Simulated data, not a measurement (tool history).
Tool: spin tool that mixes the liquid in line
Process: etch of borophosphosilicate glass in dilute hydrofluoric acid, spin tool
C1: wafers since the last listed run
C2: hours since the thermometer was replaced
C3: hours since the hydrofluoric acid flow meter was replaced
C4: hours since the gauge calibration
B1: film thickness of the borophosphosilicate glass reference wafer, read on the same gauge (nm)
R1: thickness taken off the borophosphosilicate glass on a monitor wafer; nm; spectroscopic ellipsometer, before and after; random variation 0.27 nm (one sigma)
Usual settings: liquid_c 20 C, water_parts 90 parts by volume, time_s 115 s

run 1 hour=0 | liquid_c=20 water_parts=90 time_s=115 | C1=0 C2=1234.3 C3=547.7 C4=528.5 | B1=89.99 | R1=36.5
run 2 hour=53.1 | liquid_c=20 water_parts=90 time_s=115 | C1=351 C2=1287.4 C3=600.8 C4=581.6 | B1=90 | R1=36.52
run 3 hour=246 | liquid_c=20 water_parts=90 time_s=115 | C1=1278 C2=1480.3 C3=793.7 C4=774.5 | B1=90 | R1=35.5
run 4 hour=311.2 | liquid_c=20 water_parts=90 time_s=115 | C1=432 C2=1545.5 C3=858.9 C4=839.7 | B1=90.02 | R1=35.28
-- hour=354 hydrofluoric acid flow meter replaced
run 5 hour=382.3 | liquid_c=20 water_parts=90 time_s=115 | C1=464 C2=1616.6 C3=28.3 C4=910.8 | B1=90 | R1=38.19
run 6 hour=412 | liquid_c=20 water_parts=90 time_s=165 | C1=196 C2=1646.3 C3=58 C4=940.5 | B1=90 | R1=54.92
run 7 hour=444.3 | liquid_c=20 water_parts=90 time_s=165 | C1=214 C2=1678.6 C3=90.3 C4=972.8 | B1=90 | R1=54.1
run 8 hour=489.8 | liquid_c=20 water_parts=110 time_s=115 | C1=301 C2=1724.1 C3=135.8 C4=1018.3 | B1=90 | R1=30.38
run 9 hour=540.1 | liquid_c=20 water_parts=110 time_s=115 | C1=333 C2=1774.4 C3=186.1 C4=1068.6 | B1=89.99 | R1=30.05
run 10 hour=609.7 | liquid_c=20 water_parts=110 time_s=115 | C1=461 C2=1844 C3=255.7 C4=1138.2 | B1=90 | R1=30.12
run 11 hour=681.3 | liquid_c=20 water_parts=90 time_s=115 | C1=474 C2=1915.6 C3=327.3 C4=1209.8 | B1=89.98 | R1=37.42
run 12 hour=745.7 | liquid_c=20 water_parts=90 time_s=115 | C1=426 C2=1980 C3=391.7 C4=1274.2 | B1=90 | R1=36.89
-- hour=769.8 thermometer replaced
run 13 hour=796.7 | liquid_c=20 water_parts=60 time_s=80 | C1=331 C2=26.9 C3=442.7 C4=1325.2 | B1=90.01 | R1=39.49
run 14 hour=824.6 | liquid_c=20 water_parts=60 time_s=55 | C1=184 C2=54.8 C3=470.6 C4=1353.1 | B1=90 | R1=27.57
run 15 hour=880.6 | liquid_c=17 water_parts=60 time_s=115 | C1=371 C2=110.8 C3=526.6 C4=1409.1 | B1=90.01 | R1=50.11
run 16 hour=916 | liquid_c=17 water_parts=90 time_s=155 | C1=234 C2=146.2 C3=562 C4=1444.5 | B1=89.99 | R1=42.83
run 17 hour=983.6 | liquid_c=20 water_parts=90 time_s=115 | C1=447 C2=213.8 C3=629.6 C4=1512.1 | B1=90 | R1=36.14
run 18 hour=1043 | liquid_c=20 water_parts=90 time_s=115 | C1=393 C2=273.2 C3=689 C4=1571.5 | B1=90.01 | R1=36.06
run 19 hour=1110.1 | liquid_c=18.5 water_parts=110 time_s=115 | C1=444 C2=340.3 C3=756.1 C4=1638.6 | B1=90.01 | R1=26.83
-- hour=1158 hydrofluoric acid flow meter replaced
run 20 hour=1181.2 | liquid_c=17 water_parts=90 time_s=150 | C1=464 C2=411.4 C3=23.2 C4=1709.7 | B1=90 | R1=44.13
-- hour=1229.5 gauge calibrated
run 21 hour=1248.7 | liquid_c=21.5 water_parts=90 time_s=45 | C1=447 C2=478.9 C3=90.7 C4=19.2 | B1=90.02 | R1=15.92
run 22 hour=1306.8 | liquid_c=17 water_parts=110 time_s=160 | C1=385 C2=537 C3=148.8 C4=77.3 | B1=90 | R1=37.46
run 23 hour=1362.2 | liquid_c=20 water_parts=90 time_s=115 | C1=367 C2=592.4 C3=204.2 C4=132.7 | B1=90.01 | R1=38.01
run 24 hour=1412.5 | liquid_c=17 water_parts=90 time_s=115 | C1=333 C2=642.7 C3=254.5 C4=183 | B1=90 | R1=33
run 25 hour=1472.7 | liquid_c=22.5 water_parts=130 time_s=180 | C1=398 C2=702.9 C3=314.7 C4=243.2 | B1=90.02 | R1=42.9
run 26 hour=1507.3 | liquid_c=25 water_parts=120 time_s=160 | C1=229 C2=737.5 C3=349.3 C4=277.8 | B1=90 | R1=46.02
run 27 hour=1717.4 | liquid_c=24.5 water_parts=90 time_s=75 | C1=1392 C2=947.6 C3=559.4 C4=487.9 | B1=90.01 | R1=28.57
run 28 hour=1749.1 | liquid_c=20 water_parts=90 time_s=115 | C1=210 C2=979.3 C3=591.1 C4=519.6 | B1=89.99 | R1=35.97
run 29 hour=1774.7 | liquid_c=20 water_parts=90 time_s=115 | C1=169 C2=1004.9 C3=616.7 C4=545.2 | B1=90 | R1=36.52
run 30 hour=1806.5 | liquid_c=17 water_parts=125 time_s=165 | C1=210 C2=1036.7 C3=648.5 C4=577 | B1=90.01 | R1=31.79
run 31 hour=1847.7 | liquid_c=22 water_parts=90 time_s=115 | C1=273 C2=1077.9 C3=689.7 C4=618.2 | B1=90 | R1=38.66

Hidden state or all else? Some run-to-run changes of R1, split into what the settings, what came in and random variation would give without the hidden state, and what is left for the hidden state (with any gauge scatter that isn't in both results):
The hidden state here: liquid hotter than its thermometer reads (K); hydrofluoric acid flow below the setpoint (%); gauge reads high (%).
Run 4 -> 5: hydrofluoric acid flow meter replaced. R1 +2.91 nm: hidden state +2.85, all else +0.06.
Run 7 -> 8: water_parts 90 -> 110, time_s 165 -> 115. R1 -23.72 nm: hidden state +0.26, all else -23.98.
Run 14 -> 15: liquid_c 20 -> 17, time_s 55 -> 115. R1 +22.54 nm: hidden state -1.45, all else +23.99.
Run 19 -> 20: liquid_c 18.5 -> 17, water_parts 110 -> 90, time_s 115 -> 150, hydrofluoric acid flow meter replaced. R1 +17.3 nm: hidden state +2.12, all else +15.18.
Run 20 -> 21: liquid_c 17 -> 21.5, time_s 150 -> 45, gauge calibrated. R1 -28.21 nm: hidden state +0.02, all else -28.23.
